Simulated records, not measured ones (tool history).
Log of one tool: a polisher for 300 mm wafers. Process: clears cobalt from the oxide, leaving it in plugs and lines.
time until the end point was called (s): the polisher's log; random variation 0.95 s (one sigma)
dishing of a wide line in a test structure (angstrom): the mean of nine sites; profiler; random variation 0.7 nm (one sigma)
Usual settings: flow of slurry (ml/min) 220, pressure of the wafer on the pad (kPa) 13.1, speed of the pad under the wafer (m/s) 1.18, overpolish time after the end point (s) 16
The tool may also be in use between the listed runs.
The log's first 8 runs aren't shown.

| run | hour | flow of slurry (ml/min) | pressure of the wafer on the pad (kPa) | speed of the pad under the wafer (m/s) | overpolish time after the end point (s) | wafers since the last listed run | wafers polished on this pad | hours since the slurry nozzle was cleaned | hours since the head pressure was calibrated | incoming thickness of the incoming film, nm | time until the end point was called (s) | dishing of a wide line in a test structure (angstrom) |
|---|---|---|---|---|---|---|---|---|---|---|---|---|
| 9 | 227.2 | 220 | 13.1 | 1.18 | 16 | 230 | 547 | 351.7 | 281.1 | 316.5 | 64.9 | 423 |
| 10 | 245.3 | 220 | 13.1 | 1.42 | 16 | 117 | 664 | 369.8 | 299.2 | 317.4 | 54.1 | 453 |
| 11 | 263.4 | 220 | 13.1 | 1.42 | 16 | 117 | 782 | 387.9 | 317.3 | 320.0 | 54.0 | 449 |
| 12 | 281.0 | 220 | 13.1 | 1.42 | 16 | 114 | 896 | 405.5 | 334.9 | 322.6 | 55.7 | 459 |
|  | 293.1 | worn pad replaced by a new one |
|  | 296.8 | head pressure recalibrated |
| 13 | 305.5 | 220 | 13.1 | 1.18 | 16 | 119 | 67 | 430.0 | 8.7 | 323.4 | 60.3 | 431 |
| 14 | 329.2 | 220 | 13.1 | 1.18 | 16 | 153 | 221 | 453.7 | 32.4 | 318.3 | 61.3 | 437 |
| 15 | 356.6 | 220 | 13.1 | 1.18 | 16 | 177 | 398 | 481.1 | 59.8 | 319.6 | 61.5 | 425 |
| 16 | 383.0 | 155 | 13.1 | 0.98 | 16 | 171 | 570 | 507.5 | 86.2 | 316.4 | 79.0 | 369 |
| 17 | 427.9 | 220 | 13.1 | 1.18 | 16 | 291 | 861 | 552.4 | 131.1 | 318.9 | 64.7 | 418 |
| 18 | 448.0 | 220 | 13.1 | 1.18 | 16 | 130 | 991 | 572.5 | 151.2 | 318.6 | 63.4 | 424 |
|  | 460.7 | worn pad replaced by a new one |
| 19 | 461.1 | 175 | 15.9 | 1.36 | 8 | 59 | 2 | 585.6 | 164.3 | 321.9 | 51.3 | 320 |
| 20 | 484.9 | 220 | 9.7 | 1.18 | 20 | 154 | 156 | 609.4 | 188.1 | 317.3 | 74.4 | 428 |
| 21 | 499.3 | 220 | 13.1 | 1.18 | 16 | 93 | 250 | 623.8 | 202.5 | 327.0 | 65.9 | 420 |
| 22 | 512.1 | 175 | 8.3 | 1.44 | 21 | 83 | 333 | 636.6 | 215.3 | 312.9 | 68.6 | 467 |
| 23 | 542.4 | 265 | 13.1 | 1.52 | 9 | 196 | 529 | 666.9 | 245.6 | 319.5 | 48.3 | 359 |
| 24 | 577.9 | 220 | 13.1 | 1.18 | 20 | 230 | 760 | 702.4 | 281.1 | 325.7 | 65.6 | 462 |
| 25 | 600.3 | 165 | 9.0 | 1.44 | 16 | 145 | 905 | 724.8 | 303.5 | 323.1 | 68.5 | 409 |
|  | 613.5 | slurry nozzle cleaned |
| 26 | 614.0 | 220 | 11.0 | 1.08 | 11 | 82 | 987 | 0.5 | 317.2 | 323.7 | 79.8 | 296 |

Run 27 comes next. What will it give?
|  | 619.3 | head pressure recalibrated |
|  | 644.6 | worn pad replaced by a new one |
| 27 | 702.9 | 255 | 13.1 | 1.00 | 25 | 537 | 378 | 89.4 | 83.6 | 320.2 | ? | ? |

time until the end point was called (s): 71.4
dishing of a wide line in a test structure (angstrom): 482
Without the tool's hidden state the same run would have given time until the end point was called (s) 68.9, dishing of a wide line in a test structure (angstrom) 488.
